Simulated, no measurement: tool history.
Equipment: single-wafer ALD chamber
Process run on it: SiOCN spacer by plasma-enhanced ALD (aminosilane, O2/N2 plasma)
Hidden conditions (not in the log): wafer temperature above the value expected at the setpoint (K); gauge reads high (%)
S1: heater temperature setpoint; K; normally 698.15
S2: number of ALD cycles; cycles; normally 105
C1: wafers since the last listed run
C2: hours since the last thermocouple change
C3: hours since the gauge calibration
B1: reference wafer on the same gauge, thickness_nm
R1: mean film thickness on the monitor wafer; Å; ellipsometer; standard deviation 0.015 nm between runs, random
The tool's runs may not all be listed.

Run 1, hour 0.0: usual settings but S1 703.15 K; C1 0; C2 1024.8; C3 84.3; B1 7.144. Result: R1 59.38 Å.
Run 2, hour 33.5: usual settings but S1 703.15 K; C1 93; C2 1058.3; C3 117.8; B1 7.138. Result: R1 59.81 Å.
Run 3, hour 76.5: usual settings but S1 703.15 K; C1 119; C2 1101.3; C3 160.8; B1 7.141. Result: R1 59.68 Å.
Run 4, hour 120.7: usual settings; C1 122; C2 1145.5; C3 205.0; B1 7.147. Result: R1 60.36 Å.
Run 5, hour 149.2: usual settings; C1 79; C2 1174.0; C3 233.5; B1 7.137. Result: R1 60.63 Å.
Run 6, hour 202.7: usual settings; C1 148; C2 1227.5; C3 287.0; B1 7.137. Result: R1 60.58 Å.
Run 7, hour 266.9: usual settings; C1 178; C2 1291.7; C3 351.2; B1 7.144. Result: R1 60.92 Å.
At hour 273.8: gauge calibrated.
Run 8, hour 305.1: usual settings; C1 106; C2 1329.9; C3 31.3; B1 7.137. Result: R1 60.83 Å.
Run 9, hour 335.4: usual settings but S2 116 cycles; C1 84; C2 1360.2; C3 61.6; B1 7.141. Result: R1 67.40 Å.
Run 10, hour 388.6: usual settings but S1 704.15 K, S2 91 cycles; C1 148; C2 1413.4; C3 114.8; B1 7.141. Result: R1 51.76 Å.
Run 11, hour 456.6: usual settings but S1 690.15 K, S2 86 cycles; C1 189; C2 1481.4; C3 182.8; B1 7.141. Result: R1 51.03 Å.
Run 12, hour 501.4: usual settings but S1 687.15 K, S2 84 cycles; C1 124; C2 1526.2; C3 227.6; B1 7.141. Result: R1 50.11 Å.
Run 13, hour 526.1: usual settings but S1 689.15 K, S2 125 cycles; C1 68; C2 1550.9; C3 252.3; B1 7.138. Result: R1 74.66 Å.
At hour 597.6: thermocouple changed; heater temperature recalibrated.
Run 14, hour 598.1: usual settings but S2 99 cycles; C1 178; C2 0.5; C3 324.3; B1 7.140. Result: R1 56.46 Å.
At hour 620.6: gauge calibrated.
Run 15, hour 667.0: usual settings but S1 702.15 K, S2 90 cycles; C1 191; C2 69.4; C3 46.4; B1 7.141. Result: R1 50.72 Å.
Run 16, hour 699.4: usual settings; C1 90; C2 101.8; C3 78.8; B1 7.144. Result: R1 59.51 Å.
Run 17, hour 737.2: usual settings; C1 105; C2 139.6; C3 116.6; B1 7.133. Result: R1 59.74 Å.
Run 18, hour 782.0: usual settings; C1 124; C2 184.4; C3 161.4; B1 7.144. Result: R1 59.78 Å.

Alternative continuations, all from the tool just after run 18; predict every row:
Run A, hour 782.6: usual settings but S2 100 cycles; C1 1; C2 185.0; C3 162.0; B1 ?. Result: R1 ?.
Run B, hour 782.6: usual settings but S1 693.15 K, S2 111 cycles; C1 1; C2 185.0; C3 162.0; B1 ?. Result: R1 ?.
Run C, hour 782.6: usual settings but S2 113 cycles; C1 1; C2 185.0; C3 162.0; B1 ?. Result: R1 ?.

run     B1     R1
  A  7.140  57.04
  B  7.140  64.24
  C  7.140  64.46
With no hidden state in the tool, these same runs would have given:
run     R1
  A  57.16
  B  64.37
  C  64.59
